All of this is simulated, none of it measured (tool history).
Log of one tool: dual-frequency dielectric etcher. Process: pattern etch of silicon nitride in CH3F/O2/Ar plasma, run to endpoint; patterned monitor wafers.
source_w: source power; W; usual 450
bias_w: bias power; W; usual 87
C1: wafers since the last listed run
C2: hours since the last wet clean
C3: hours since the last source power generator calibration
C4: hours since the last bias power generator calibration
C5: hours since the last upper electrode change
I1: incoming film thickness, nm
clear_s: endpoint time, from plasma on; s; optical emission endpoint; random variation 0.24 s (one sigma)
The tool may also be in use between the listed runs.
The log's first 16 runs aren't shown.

run 17 hour=1211.2 | source_w=500 bias_w=70 | C1=1244 C2=425.9 C3=444.3 C4=249.4 C5=272.5 | I1=32.82 | clear_s=45.2
-- hour=1318.9 wet clean of the chamber
run 18 hour=1319.4 | source_w=450 bias_w=87 | C1=1181 C2=0.5 C3=552.5 C4=357.6 C5=380.7 | I1=33.00 | clear_s=46.0
run 19 hour=1398.8 | source_w=450 bias_w=87 | C1=1114 C2=79.9 C3=631.9 C4=437.0 C5=460.1 | I1=32.69 | clear_s=45.4
run 20 hour=1457.6 | source_w=360 bias_w=87 | C1=825 C2=138.7 C3=690.7 C4=495.8 C5=518.9 | I1=33.20 | clear_s=50.0
run 21 hour=1508.0 | source_w=420 bias_w=87 | C1=707 C2=189.1 C3=741.1 C4=546.2 C5=569.3 | I1=32.69 | clear_s=46.1
run 22 hour=1546.1 | source_w=450 bias_w=107 | C1=534 C2=227.2 C3=779.2 C4=584.3 C5=607.4 | I1=32.96 | clear_s=41.7
run 23 hour=1596.5 | source_w=450 bias_w=87 | C1=707 C2=277.6 C3=829.6 C4=634.7 C5=657.8 | I1=32.68 | clear_s=44.2
run 24 hour=1664.9 | source_w=400 bias_w=65 | C1=959 C2=346.0 C3=898.0 C4=703.1 C5=726.2 | I1=32.83 | clear_s=50.9
run 25 hour=1766.7 | source_w=520 bias_w=87 | C1=1428 C2=447.8 C3=999.8 C4=804.9 C5=828.0 | I1=32.62 | clear_s=41.2
-- hour=1859.4 wet clean of the chamber
run 26 hour=1859.9 | source_w=450 bias_w=87 | C1=971 C2=0.5 C3=1093.0 C4=898.1 C5=921.2 | I1=33.06 | clear_s=46.7
run 27 hour=1916.2 | source_w=340 bias_w=104 | C1=790 C2=56.8 C3=1149.3 C4=954.4 C5=977.5 | I1=32.75 | clear_s=49.1
run 28 hour=2007.0 | source_w=410 bias_w=80 | C1=1274 C2=147.6 C3=1240.1 C4=1045.2 C5=1068.3 | I1=32.97 | clear_s=49.1
run 29 hour=2202.1 | source_w=450 bias_w=87 | C1=2737 C2=342.7 C3=1435.2 C4=1240.3 C5=1263.4 | I1=32.72 | clear_s=44.4
run 30 hour=2276.1 | source_w=510 bias_w=77 | C1=1038 C2=416.7 C3=1509.2 C4=1314.3 C5=1337.4 | I1=32.78 | clear_s=43.2
run 31 hour=2319.5 | source_w=390 bias_w=101 | C1=609 C2=460.1 C3=1552.6 C4=1357.7 C5=1380.8 | I1=32.93 | clear_s=44.7
run 32 hour=2379.7 | source_w=360 bias_w=78 | C1=844 C2=520.3 C3=1612.8 C4=1417.9 C5=1441.0 | I1=33.07 | clear_s=50.8
run 33 hour=2461.5 | source_w=350 bias_w=106 | C1=1147 C2=602.1 C3=1694.6 C4=1499.7 C5=1522.8 | I1=32.99 | clear_s=45.9
-- hour=2521.7 wet clean of the chamber
run 34 hour=2539.4 | source_w=450 bias_w=87 | C1=756 C2=17.7 C3=1772.5 C4=1577.6 C5=1600.7 | I1=32.94 | clear_s=46.2

4 ways to go on from here, each from the tool as it stands after run 34. What would each give?
run A hour=2539.8 | source_w=450 bias_w=87 | C1=5 C2=18.1 C3=1772.9 C4=1578.0 C5=1601.1 | I1=33.11 | clear_s=?
run B hour=2539.8 | source_w=450 bias_w=102 | C1=5 C2=18.1 C3=1772.9 C4=1578.0 C5=1601.1 | I1=33.11 | clear_s=?
run C hour=2539.8 | source_w=420 bias_w=76 | C1=5 C2=18.1 C3=1772.9 C4=1578.0 C5=1601.1 | I1=33.11 | clear_s=?
run D hour=2539.8 | source_w=370 bias_w=93 | C1=5 C2=18.1 C3=1772.9 C4=1578.0 C5=1601.1 | I1=33.11 | clear_s=?

run=A clear_s=46.5
run=B clear_s=44.1
run=C clear_s=50.0
run=D clear_s=49.6
Without the tool's hidden state the same runs would have given:
run=A clear_s=46.5
run=B clear_s=44.1
run=C clear_s=50.1
run=D clear_s=49.6
